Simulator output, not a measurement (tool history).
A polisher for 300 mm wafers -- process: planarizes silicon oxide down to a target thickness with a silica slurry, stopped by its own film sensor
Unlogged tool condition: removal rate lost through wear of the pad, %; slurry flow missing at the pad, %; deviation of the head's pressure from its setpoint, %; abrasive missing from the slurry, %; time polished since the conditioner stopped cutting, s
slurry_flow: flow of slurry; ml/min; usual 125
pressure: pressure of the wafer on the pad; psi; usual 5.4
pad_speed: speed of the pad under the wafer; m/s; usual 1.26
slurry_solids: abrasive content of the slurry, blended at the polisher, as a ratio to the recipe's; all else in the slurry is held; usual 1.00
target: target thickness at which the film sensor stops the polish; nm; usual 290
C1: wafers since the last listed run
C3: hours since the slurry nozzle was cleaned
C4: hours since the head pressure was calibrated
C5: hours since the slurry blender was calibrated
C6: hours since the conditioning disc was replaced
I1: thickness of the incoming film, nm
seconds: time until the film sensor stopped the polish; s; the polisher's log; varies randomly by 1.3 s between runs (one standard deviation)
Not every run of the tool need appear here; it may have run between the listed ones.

run 1 hour=0.0 | slurry_flow=125 pressure=5.4 pad_speed=1.26 slurry_solids=1.00 target=290 | C1=0 wafers_polished_on_this_pad=880 C3=110.3 C4=298.9 C5=15.2 C6=214.5 | I1=738.2 | seconds=106.3
-- hour=12.1 worn pad replaced by a new one
run 2 hour=12.6 | slurry_flow=125 pressure=5.4 pad_speed=1.26 slurry_solids=1.00 target=290 | C1=66 wafers_polished_on_this_pad=3 C3=122.9 C4=311.5 C5=27.8 C6=227.1 | I1=752.7 | seconds=106.1
run 3 hour=19.9 | slurry_flow=125 pressure=5.4 pad_speed=1.26 slurry_solids=1.00 target=290 | C1=56 wafers_polished_on_this_pad=59 C3=130.2 C4=318.8 C5=35.1 C6=234.4 | I1=743.7 | seconds=107.7
run 4 hour=34.3 | slurry_flow=125 pressure=5.4 pad_speed=1.26 slurry_solids=1.00 target=290 | C1=110 wafers_polished_on_this_pad=170 C3=144.6 C4=333.2 C5=49.5 C6=248.8 | I1=738.5 | seconds=102.8
run 5 hour=41.3 | slurry_flow=125 pressure=5.4 pad_speed=1.26 slurry_solids=1.00 target=290 | C1=53 wafers_polished_on_this_pad=224 C3=151.6 C4=340.2 C5=56.5 C6=255.8 | I1=745.4 | seconds=107.2
run 6 hour=92.7 | slurry_flow=125 pressure=5.4 pad_speed=1.26 slurry_solids=1.00 target=290 | C1=395 wafers_polished_on_this_pad=619 C3=203.0 C4=391.6 C5=107.9 C6=307.2 | I1=727.8 | seconds=106.9
run 7 hour=104.5 | slurry_flow=125 pressure=5.4 pad_speed=1.26 slurry_solids=1.00 target=290 | C1=90 wafers_polished_on_this_pad=710 C3=214.8 C4=403.4 C5=119.7 C6=319.0 | I1=745.2 | seconds=113.1
run 8 hour=121.0 | slurry_flow=125 pressure=5.4 pad_speed=1.26 slurry_solids=1.00 target=290 | C1=126 wafers_polished_on_this_pad=837 C3=231.3 C4=419.9 C5=136.2 C6=335.5 | I1=731.7 | seconds=117.2
-- hour=126.4 slurry blender recalibrated
-- hour=131.0 worn pad replaced by a new one
run 9 hour=131.5 | slurry_flow=125 pressure=5.4 pad_speed=1.26 slurry_solids=1.00 target=290 | C1=34 wafers_polished_on_this_pad=4 C3=241.8 C4=430.4 C5=5.1 C6=346.0 | I1=747.7 | seconds=96.3
-- hour=135.1 head pressure recalibrated
run 10 hour=147.0 | slurry_flow=125 pressure=5.4 pad_speed=1.12 slurry_solids=0.85 target=290 | C1=103 wafers_polished_on_this_pad=107 C3=257.3 C4=11.9 C5=20.6 C6=361.5 | I1=727.0 | seconds=116.7
run 11 hour=153.8 | slurry_flow=125 pressure=5.4 pad_speed=1.26 slurry_solids=1.00 target=290 | C1=52 wafers_polished_on_this_pad=160 C3=264.1 C4=18.7 C5=27.4 C6=368.3 | I1=739.8 | seconds=101.0
run 12 hour=164.5 | slurry_flow=125 pressure=5.4 pad_speed=0.88 slurry_solids=1.00 target=440 | C1=82 wafers_polished_on_this_pad=242 C3=274.8 C4=29.4 C5=38.1 C6=379.0 | I1=728.8 | seconds=87.4
run 13 hour=182.0 | slurry_flow=125 pressure=5.4 pad_speed=1.26 slurry_solids=1.00 target=290 | C1=134 wafers_polished_on_this_pad=377 C3=292.3 C4=46.9 C5=55.6 C6=396.5 | I1=739.3 | seconds=105.3
run 14 hour=194.6 | slurry_flow=125 pressure=5.4 pad_speed=1.26 slurry_solids=1.00 target=231 | C1=96 wafers_polished_on_this_pad=473 C3=304.9 C4=59.5 C5=68.2 C6=409.1 | I1=750.3 | seconds=124.6
run 15 hour=209.9 | slurry_flow=125 pressure=3.8 pad_speed=1.26 slurry_solids=0.85 target=356 | C1=117 wafers_polished_on_this_pad=591 C3=320.2 C4=74.8 C5=83.5 C6=424.4 | I1=747.2 | seconds=126.7
run 16 hour=225.8 | slurry_flow=100 pressure=4.4 pad_speed=1.54 slurry_solids=1.00 target=439 | C1=122 wafers_polished_on_this_pad=713 C3=336.1 C4=90.7 C5=99.4 C6=440.3 | I1=735.8 | seconds=74.3
run 17 hour=233.5 | slurry_flow=125 pressure=5.9 pad_speed=1.64 slurry_solids=0.80 target=212 | C1=59 wafers_polished_on_this_pad=773 C3=343.8 C4=98.4 C5=107.1 C6=448.0 | I1=752.5 | seconds=122.7
-- hour=249.5 worn pad replaced by a new one
run 18 hour=250.0 | slurry_flow=125 pressure=5.4 pad_speed=1.26 slurry_solids=1.00 target=175 | C1=96 wafers_polished_on_this_pad=3 C3=360.3 C4=114.9 C5=123.6 C6=464.5 | I1=740.8 | seconds=140.3
-- hour=254.6 slurry nozzle cleaned
-- hour=257.9 slurry blender recalibrated
run 19 hour=258.4 | slurry_flow=140 pressure=5.4 pad_speed=1.26 slurry_solids=1.25 target=290 | C1=41 wafers_polished_on_this_pad=45 C3=3.8 C4=123.3 C5=0.5 C6=472.9 | I1=748.4 | seconds=89.4
-- hour=268.8 conditioning disc replaced and pad reconditioned
run 20 hour=273.7 | slurry_flow=125 pressure=5.4 pad_speed=1.26 slurry_solids=1.00 target=290 | C1=102 wafers_polished_on_this_pad=147 C3=19.1 C4=138.6 C5=15.8 C6=4.9 | I1=741.4 | seconds=104.5
run 21 hour=283.8 | slurry_flow=125 pressure=5.4 pad_speed=1.26 slurry_solids=1.00 target=290 | C1=77 wafers_polished_on_this_pad=225 C3=29.2 C4=148.7 C5=25.9 C6=15.0 | I1=743.8 | seconds=105.2
run 22 hour=298.5 | slurry_flow=125 pressure=5.4 pad_speed=1.26 slurry_solids=1.00 target=154 | C1=113 wafers_polished_on_this_pad=338 C3=43.9 C4=163.4 C5=40.6 C6=29.7 | I1=742.5 | seconds=135.9
run 23 hour=312.5 | slurry_flow=125 pressure=5.4 pad_speed=1.26 slurry_solids=1.00 target=290 | C1=107 wafers_polished_on_this_pad=445 C3=57.9 C4=177.4 C5=54.6 C6=43.7 | I1=729.8 | seconds=107.1
run 24 hour=327.4 | slurry_flow=125 pressure=6.0 pad_speed=1.26 slurry_solids=1.15 target=235 | C1=114 wafers_polished_on_this_pad=560 C3=72.8 C4=192.3 C5=69.5 C6=58.6 | I1=739.5 | seconds=110.1
run 25 hour=336.1 | slurry_flow=125 pressure=5.9 pad_speed=1.64 slurry_solids=0.80 target=212 | C1=66 wafers_polished_on_this_pad=627 C3=81.5 C4=201.0 C5=78.2 C6=67.3 | I1=733.5 | seconds=115.5
run 26 hour=344.2 | slurry_flow=160 pressure=5.4 pad_speed=1.26 slurry_solids=1.25 target=201 | C1=62 wafers_polished_on_this_pad=689 C3=89.6 C4=209.1 C5=86.3 C6=75.4 | I1=735.6 | seconds=116.3
run 27 hour=358.4 | slurry_flow=125 pressure=5.4 pad_speed=1.26 slurry_solids=1.00 target=290 | C1=109 wafers_polished_on_this_pad=798 C3=103.8 C4=223.3 C5=100.5 C6=89.6 | I1=751.3 | seconds=120.2

Here are 3 independent what-if runs from the current tool condition. What would each one return?
run A hour=358.8 | slurry_flow=125 pressure=5.4 pad_speed=1.12 slurry_solids=1.00 target=290 | C1=3 wafers_polished_on_this_pad=801 C3=104.2 C4=223.7 C5=100.9 C6=90.0 | I1=748.0 | seconds=?
run B hour=358.8 | slurry_flow=125 pressure=4.5 pad_speed=1.26 slurry_solids=1.10 target=290 | C1=3 wafers_polished_on_this_pad=801 C3=104.2 C4=223.7 C5=100.9 C6=90.0 | I1=748.0 | seconds=?
run C hour=358.8 | slurry_flow=125 pressure=5.4 pad_speed=1.26 slurry_solids=0.90 target=242 | C1=3 wafers_polished_on_this_pad=801 C3=104.2 C4=223.7 C5=100.9 C6=90.0 | I1=748.0 | seconds=?

run=A seconds=131.5
run=B seconds=127.8
run=C seconds=141.4
Had the tool no hidden state, the same runs would have come out as:
run=A seconds=108.6
run=B seconds=106.3
run=C seconds=115.8
